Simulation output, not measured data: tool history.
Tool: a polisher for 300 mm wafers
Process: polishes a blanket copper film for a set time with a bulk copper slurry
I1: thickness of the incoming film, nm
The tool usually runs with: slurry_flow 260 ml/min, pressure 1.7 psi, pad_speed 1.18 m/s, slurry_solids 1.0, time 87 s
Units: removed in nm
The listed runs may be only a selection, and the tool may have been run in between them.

Run 1, hour 0.0: usual settings but slurry_solids 0.9; I1 2348.5. Result: removed 476.8 nm.
Run 2, hour 38.1: usual settings but slurry_flow 225 ml/min; I1 2385.2. Result: removed 463.9 nm.
At hour 73.0: worn pad replaced by a new one.
At hour 88.1: slurry nozzle cleaned.
Run 3, hour 96.6: usual settings but slurry_flow 225 ml/min; I1 2326.8. Result: removed 512.8 nm.
Run 4, hour 152.8: usual settings but slurry_flow 225 ml/min; I1 2314.6. Result: removed 488.9 nm.
At hour 179.3: slurry blender recalibrated.
Run 5, hour 179.8: usual settings; I1 2382.6. Result: removed 551.0 nm.
Run 6, hour 277.5: usual settings; I1 2345.3. Result: removed 512.5 nm.
Run 7, hour 304.6: usual settings; I1 2345.7. Result: removed 490.6 nm.
Run 8, hour 348.6: usual settings but slurry_flow 230 ml/min; I1 2317.6. Result: removed 488.6 nm.
Run 9, hour 392.2: usual settings but slurry_flow 230 ml/min; I1 2334.5. Result: removed 474.1 nm.
At hour 406.8: worn pad replaced by a new one.
At hour 457.8: slurry nozzle cleaned.
Run 10, hour 462.4: usual settings but time 74 s; I1 2354.5. Result: removed 441.3 nm.
Run 11, hour 513.2: usual settings but time 74 s; I1 2376.3. Result: removed 416.6 nm.
Run 12, hour 548.6: usual settings but time 74 s; I1 2349.4. Result: removed 417.4 nm.
At hour 590.4: head pressure recalibrated.
Run 13, hour 594.1: usual settings but time 109 s; I1 2361.8. Result: removed 609.1 nm.
At hour 603.5: slurry blender recalibrated.
Run 14, hour 638.9: usual settings but pad_speed 0.90 m/s; I1 2343.5. Result: removed 390.3 nm.
Run 15, hour 692.6: usual settings but slurry_solids 0.9; I1 2311.1. Result: removed 492.1 nm.

Run 16 is up next; what results do you expect?
Run 16, hour 760.4: usual settings but pressure 1.5 psi; I1 2347.5. Result: removed ?.

removed: 417.4 nm
Minus the tool's unlogged condition, the same run would have read removed 479.2 nm.

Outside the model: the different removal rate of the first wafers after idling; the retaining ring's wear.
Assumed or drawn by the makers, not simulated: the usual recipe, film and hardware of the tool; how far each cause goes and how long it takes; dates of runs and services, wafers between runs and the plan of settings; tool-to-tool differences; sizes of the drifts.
